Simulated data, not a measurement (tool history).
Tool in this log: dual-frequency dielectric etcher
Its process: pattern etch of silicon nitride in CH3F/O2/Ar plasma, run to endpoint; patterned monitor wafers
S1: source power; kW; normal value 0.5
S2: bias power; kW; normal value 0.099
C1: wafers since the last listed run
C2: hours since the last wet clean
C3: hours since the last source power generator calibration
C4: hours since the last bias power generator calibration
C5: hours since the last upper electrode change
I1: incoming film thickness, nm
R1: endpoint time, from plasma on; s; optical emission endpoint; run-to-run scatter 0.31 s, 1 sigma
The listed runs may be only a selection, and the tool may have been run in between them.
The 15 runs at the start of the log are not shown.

{"day": 13.725, "done": "upper electrode replaced"}
{"run": 16, "day": 14.679, "S1": 0.5, "S2": 0.099, "C1": 330, "C2": 314.7, "C3": 1450.1, "C4": 3301.5, "C5": 22.9, "I1": 43.15, "R1": 56.3}
{"day": 14.996, "done": "bias power generator calibrated"}
{"run": 17, "day": 15.704, "S1": 0.62, "S2": 0.109, "C1": 236, "C2": 339.3, "C3": 1474.7, "C4": 17, "C5": 47.5, "I1": 42.89, "R1": 49.1}
{"run": 18, "day": 17.183, "S1": 0.58, "S2": 0.075, "C1": 407, "C2": 374.8, "C3": 1510.2, "C4": 52.5, "C5": 83, "I1": 42.91, "R1": 56.8}
{"day": 18.65, "done": "wet clean of the chamber"}
{"run": 19, "day": 18.671, "S1": 0.5, "S2": 0.099, "C1": 134, "C2": 0.5, "C3": 1545.9, "C4": 88.2, "C5": 118.7, "I1": 42.63, "R1": 54.7}
{"run": 20, "day": 19.179, "S1": 0.54, "S2": 0.108, "C1": 139, "C2": 12.7, "C3": 1558.1, "C4": 100.4, "C5": 130.9, "I1": 42.84, "R1": 52.3}
{"run": 21, "day": 19.967, "S1": 0.59, "S2": 0.09, "C1": 216, "C2": 31.6, "C3": 1577, "C4": 119.3, "C5": 149.8, "I1": 42.92, "R1": 53.5}
{"run": 22, "day": 21.192, "S1": 0.58, "S2": 0.091, "C1": 337, "C2": 61, "C3": 1606.4, "C4": 148.7, "C5": 179.2, "I1": 43.25, "R1": 53.9}
{"run": 23, "day": 21.917, "S1": 0.58, "S2": 0.114, "C1": 199, "C2": 78.4, "C3": 1623.8, "C4": 166.1, "C5": 196.6, "I1": 42.47, "R1": 49.1}

Forecast run 24:
{"day": 22.129, "done": "source power generator calibrated"}
{"run": 24, "day": 22.721, "S1": 0.5, "S2": 0.099, "C1": 175, "C2": 97.7, "C3": 14.2, "C4": 185.4, "C5": 215.9, "I1": 43.02, "R1": "?"}

R1: 55.9 s
On a tool with no hidden condition, and with the same random variation, this run would have come out at R1 55.9 s.
